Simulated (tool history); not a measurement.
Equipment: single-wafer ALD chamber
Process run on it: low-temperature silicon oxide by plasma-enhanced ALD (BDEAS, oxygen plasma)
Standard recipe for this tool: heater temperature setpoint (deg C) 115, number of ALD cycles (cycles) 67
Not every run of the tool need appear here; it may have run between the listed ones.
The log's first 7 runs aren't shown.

run,hour,heater temperature setpoint (deg C),number of ALD cycles (cycles),wafers since the last listed run,hours since the last thermocouple change,hours since the gauge calibration,"read-back reference wafer on the same gauge, thickness_nm",mean film thickness on the monitor wafer (angstrom)
8,317.8,107,75,313,2101.5,414.0,7.446,104.29
9,372.6,115,67,246,2156.3,468.8,7.435,91.90
10,423.8,115,67,230,2207.5,520.0,7.433,91.44
11,454.1,115,67,136,2237.8,550.3,7.431,91.56
12,510.3,115,67,253,2294.0,606.5,7.418,91.72
13,552.6,115,67,190,2336.3,648.8,7.401,91.48
14,624.3,115,67,323,2408.0,720.5,7.396,91.24
15,671.4,115,67,212,2455.1,767.6,7.382,91.47
16,732.9,115,67,277,2516.6,829.1,7.362,90.61
17,780.2,115,67,213,2563.9,876.4,7.348,90.56
18,839.2,115,67,265,2622.9,935.4,7.331,90.56
19,872.7,118,67,150,2656.4,968.9,7.318,89.45
# hour 911.9: gauge calibrated
20,928.0,115,67,249,2711.7,16.1,7.493,92.60
21,953.2,125,62,113,2736.9,41.3,7.500,83.98
22,1011.3,115,67,261,2795.0,99.4,7.498,91.96
23,1078.0,109,73,300,2861.7,166.1,7.495,101.74
# hour 1097.4: thermocouple changed; heater temperature recalibrated
24,1139.1,115,67,239,41.7,227.2,7.496,91.91
25,1174.1,115,67,157,76.7,262.2,7.487,92.43
26,1222.5,115,67,218,125.1,310.6,7.488,92.22
27,1262.7,106,67,181,165.3,350.8,7.478,93.60
28,1302.9,103,71,181,205.5,391.0,7.470,99.35
29,1333.0,111,67,135,235.6,421.1,7.469,92.88
30,1365.9,103,72,148,268.5,454.0,7.464,100.48
31,1408.0,129,79,189,310.6,496.1,7.457,105.53

What will run 32 give?
32,1452.4,102,58,200,355.0,540.5,?,?

{"run 32": {"read-back reference wafer on the same gauge, thickness_nm": 7.45, "mean film thickness on the monitor wafer (angstrom)": 81.33}}
The same run, on a tool lacking any hidden state, would have yielded mean film thickness on the monitor wafer (angstrom) 81.75.
